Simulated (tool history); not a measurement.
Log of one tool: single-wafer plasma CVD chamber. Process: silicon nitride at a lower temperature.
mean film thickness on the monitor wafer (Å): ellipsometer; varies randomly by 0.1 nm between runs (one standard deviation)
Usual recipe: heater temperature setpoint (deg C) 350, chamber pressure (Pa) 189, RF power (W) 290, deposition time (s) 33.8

run	hour	heater temperature setpoint (deg C)	chamber pressure (Pa)	RF power (W)	deposition time (s)	wafers since the last listed run	hours since the last thermocouple change	hours since the last RF generator calibration	hours since the last manometer calibration	hours since the showerhead was replaced	hours since the gauge calibration	read-back reference wafer on the same gauge, thickness_nm	mean film thickness on the monitor wafer (Å)
1	0	350	189	290	33.8	0	932	975.3	2368.2	3913.6	321	39.583	332.03
2	12.2	350	189	290	33.8	173	944.2	987.5	2380.4	3925.8	333.2	39.625	332.28
3	21.3	350	189	290	33.8	129	953.3	996.6	2389.5	3934.9	342.3	39.566	331.8
# hour 41.3: RF generator calibrated
4	41.8	350	189	290	33.8	177	973.8	0.5	2410	3955.4	362.8	39.573	333.59
# hour 52.1: showerhead replaced
5	52.6	350	189	290	33.8	39	984.6	11.3	2420.8	0.5	373.6	39.608	332.03
6	62.8	350	189	290	33.8	145	994.8	21.5	2431	10.7	383.8	39.665	333.48
7	70.1	350	189	290	33.8	103	1002.1	28.8	2438.3	18	391.1	39.576	332.82
8	81.9	344	189	335	36	167	1013.9	40.6	2450.1	29.8	402.9	39.582	387.56
9	97.8	362	221	290	33.8	226	1029.8	56.5	2466	45.7	418.8	39.648	347.55
10	114.3	336	148	325	33.8	234	1046.3	73	2482.5	62.2	435.3	39.594	327.65
# hour 126.1: capacitance manometer re-zeroed and calibrated
11	130.3	350	189	265	33.8	113	1062.3	89	4.2	78.2	451.3	39.565	315.1
12	141.6	350	201	290	33.8	160	1073.6	100.3	15.5	89.5	462.6	39.571	341.24
13	150.1	350	189	325	33.8	120	1082.1	108.8	24	98	471.1	39.603	354.17
# hour 160.4: thermocouple changed; heater temperature recalibrated
14	166.6	350	189	290	33.8	120	6.2	125.3	40.5	114.5	487.6	39.618	331.52
15	178.2	350	189	290	33.8	164	17.8	136.9	52.1	126.1	499.2	39.633	332.08
16	194.7	355	161	290	28.4	234	34.3	153.4	68.6	142.6	515.7	39.589	265.04
# hour 199.5: gauge calibrated
17	211.6	344	189	250	36.9	240	51.2	170.3	85.5	159.5	12.1	39.633	335.53
18	219.2	350	189	290	39.5	108	58.8	177.9	93.1	167.1	19.7	39.612	387.3
19	234.3	350	189	290	33.8	214	73.9	193	108.2	182.2	34.8	39.609	331.02
20	247.3	350	189	290	33.8	184	86.9	206	121.2	195.2	47.8	39.599	331.92
21	255.6	360	171	315	38.8	118	95.2	214.3	129.5	203.5	56.1	39.576	384.8
22	263.4	350	189	305	33.8	110	103	222.1	137.3	211.3	63.9	39.573	341.72
23	269.5	361	189	320	33.8	86	109.1	228.2	143.4	217.4	70	39.608	350.34
24	283.8	358	189	310	30.6	203	123.4	242.5	157.7	231.7	84.3	39.562	311.42
25	293.6	336	148	325	33.8	139	133.2	252.3	167.5	241.5	94.1	39.648	326.86
26	309	350	189	290	33.8	218	148.6	267.7	182.9	256.9	109.5	39.579	334.05
27	323.4	350	189	290	33.8	204	163	282.1	197.3	271.3	123.9	39.582	333.21
28	332.5	350	233	290	39.3	129	172.1	291.2	206.4	280.4	133	39.612	413.51
29	339.1	350	233	250	33.8	93	178.7	297.8	213	287	139.6	39.628	324.82

Each row is a separate what-if for the run after 29, all from the same tool condition, not one after another. Results?
A	339.5	350	189	290	33.8	5	179.1	298.2	213.4	287.4	140	?	?
B	339.5	354	189	290	33.8	5	179.1	298.2	213.4	287.4	140	?	?
C	339.5	361	189	325	33.8	5	179.1	298.2	213.4	287.4	140	?	?
D	339.5	350	232	290	35.8	5	179.1	298.2	213.4	287.4	140	?	?

run	read-back reference wafer on the same gauge, thickness_nm	mean film thickness on the monitor wafer (Å)
A	39.59	330.72
B	39.59	330.14
C	39.59	351.42
D	39.59	373.13
With the hidden condition removed and each run's random variation left untouched, the same runs would have given:
run	mean film thickness on the monitor wafer (Å)
A	330.72
B	330.14
C	351.42
D	373.13
